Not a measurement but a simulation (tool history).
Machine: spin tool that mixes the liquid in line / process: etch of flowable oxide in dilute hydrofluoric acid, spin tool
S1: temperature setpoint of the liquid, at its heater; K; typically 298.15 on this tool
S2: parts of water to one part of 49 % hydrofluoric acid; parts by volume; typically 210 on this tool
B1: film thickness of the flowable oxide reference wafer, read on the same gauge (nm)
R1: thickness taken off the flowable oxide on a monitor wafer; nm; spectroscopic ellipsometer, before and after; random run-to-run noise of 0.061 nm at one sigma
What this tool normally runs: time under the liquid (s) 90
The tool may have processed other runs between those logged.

run 1 hour=0.0 | S1=298.15 S2=210 time_under_the_liquid_(s)=90 | B1=60.03 | R1=9.99
-- hour=64.4 hydrofluoric acid flow meter replaced
run 2 hour=71.4 | S1=298.15 S2=285 time_under_the_liquid_(s)=115 | B1=60.01 | R1=8.81
run 3 hour=146.4 | S1=298.15 S2=285 time_under_the_liquid_(s)=115 | B1=60.03 | R1=8.93
run 4 hour=187.2 | S1=298.15 S2=285 time_under_the_liquid_(s)=115 | B1=60.02 | R1=8.82
run 5 hour=259.1 | S1=298.15 S2=210 time_under_the_liquid_(s)=90 | B1=60.01 | R1=10.11
-- hour=307.6 thermometer replaced
run 6 hour=348.8 | S1=298.15 S2=210 time_under_the_liquid_(s)=90 | B1=60.01 | R1=10.05
run 7 hour=420.5 | S1=298.15 S2=210 time_under_the_liquid_(s)=90 | B1=60.02 | R1=9.99
run 8 hour=517.6 | S1=296.65 S2=210 time_under_the_liquid_(s)=115 | B1=59.98 | R1=12.23
run 9 hour=783.3 | S1=298.15 S2=210 time_under_the_liquid_(s)=90 | B1=59.96 | R1=9.89
-- hour=786.6 hydrofluoric acid flow meter replaced
run 10 hour=854.9 | S1=298.15 S2=210 time_under_the_liquid_(s)=90 | B1=59.97 | R1=10.25
run 11 hour=933.4 | S1=298.15 S2=210 time_under_the_liquid_(s)=90 | B1=60.02 | R1=10.23
run 12 hour=993.1 | S1=298.15 S2=210 time_under_the_liquid_(s)=90 | B1=60.04 | R1=10.21
run 13 hour=1065.4 | S1=298.15 S2=160 time_under_the_liquid_(s)=90 | B1=59.95 | R1=13.99
run 14 hour=1118.2 | S1=298.15 S2=210 time_under_the_liquid_(s)=90 | B1=60.00 | R1=10.15
run 15 hour=1195.2 | S1=300.15 S2=275 time_under_the_liquid_(s)=90 | B1=60.01 | R1=7.66
run 16 hour=1293.0 | S1=298.15 S2=210 time_under_the_liquid_(s)=65 | B1=59.99 | R1=7.20
run 17 hour=1394.2 | S1=302.15 S2=140 time_under_the_liquid_(s)=40 | B1=60.01 | R1=8.27
run 18 hour=1485.7 | S1=299.65 S2=240 time_under_the_liquid_(s)=90 | B1=59.97 | R1=8.76
-- hour=1549.2 hydrofluoric acid flow meter replaced
run 19 hour=1552.4 | S1=298.15 S2=150 time_under_the_liquid_(s)=60 | B1=60.01 | R1=10.21
run 20 hour=1655.5 | S1=298.15 S2=115 time_under_the_liquid_(s)=145 | B1=60.00 | R1=33.50
-- hour=1657.0 gauge calibrated
run 21 hour=1701.9 | S1=298.15 S2=155 time_under_the_liquid_(s)=125 | B1=59.97 | R1=20.12
run 22 hour=1753.2 | S1=302.15 S2=140 time_under_the_liquid_(s)=40 | B1=60.00 | R1=8.52
run 23 hour=1851.4 | S1=298.15 S2=210 time_under_the_liquid_(s)=90 | B1=59.96 | R1=10.01
run 24 hour=1917.4 | S1=302.15 S2=265 time_under_the_liquid_(s)=90 | B1=60.06 | R1=8.62
run 25 hour=1965.9 | S1=298.15 S2=265 time_under_the_liquid_(s)=60 | B1=60.00 | R1=5.00
run 26 hour=2033.5 | S1=298.15 S2=255 time_under_the_liquid_(s)=70 | B1=60.02 | R1=6.11
-- hour=2047.0 thermometer replaced
run 27 hour=2126.5 | S1=298.15 S2=165 time_under_the_liquid_(s)=90 | B1=59.99 | R1=13.38
-- hour=2154.3 hydrofluoric acid flow meter replaced
run 28 hour=2400.2 | S1=298.15 S2=210 time_under_the_liquid_(s)=90 | B1=60.02 | R1=10.13
run 29 hour=2438.8 | S1=302.15 S2=235 time_under_the_liquid_(s)=60 | B1=60.02 | R1=6.70
run 30 hour=2557.5 | S1=295.65 S2=285 time_under_the_liquid_(s)=90 | B1=60.02 | R1=6.26
run 31 hour=2653.8 | S1=301.65 S2=210 time_under_the_liquid_(s)=110 | B1=60.00 | R1=13.68
run 32 hour=2718.5 | S1=298.15 S2=210 time_under_the_liquid_(s)=90 | B1=60.03 | R1=10.03
run 33 hour=2777.6 | S1=298.15 S2=175 time_under_the_liquid_(s)=130 | B1=59.99 | R1=17.83
-- hour=2839.9 hydrofluoric acid flow meter replaced
run 34 hour=2862.3 | S1=299.65 S2=120 time_under_the_liquid_(s)=60 | B1=60.02 | R1=13.94

Forecast each of these 3 alternatives for the next run:
run A hour=2862.7 | S1=298.15 S2=210 time_under_the_liquid_(s)=90 | B1=? | R1=?
run B hour=2862.7 | S1=298.15 S2=210 time_under_the_liquid_(s)=60 | B1=? | R1=?
run C hour=2862.7 | S1=301.15 S2=210 time_under_the_liquid_(s)=40 | B1=? | R1=?

run=A B1=59.96 R1=10.21
run=B B1=59.96 R1=6.81
run=C B1=59.96 R1=5.05
Without the tool's hidden state the same runs would have given:
run=A R1=10.27
run=B R1=6.84
run=C R1=5.08

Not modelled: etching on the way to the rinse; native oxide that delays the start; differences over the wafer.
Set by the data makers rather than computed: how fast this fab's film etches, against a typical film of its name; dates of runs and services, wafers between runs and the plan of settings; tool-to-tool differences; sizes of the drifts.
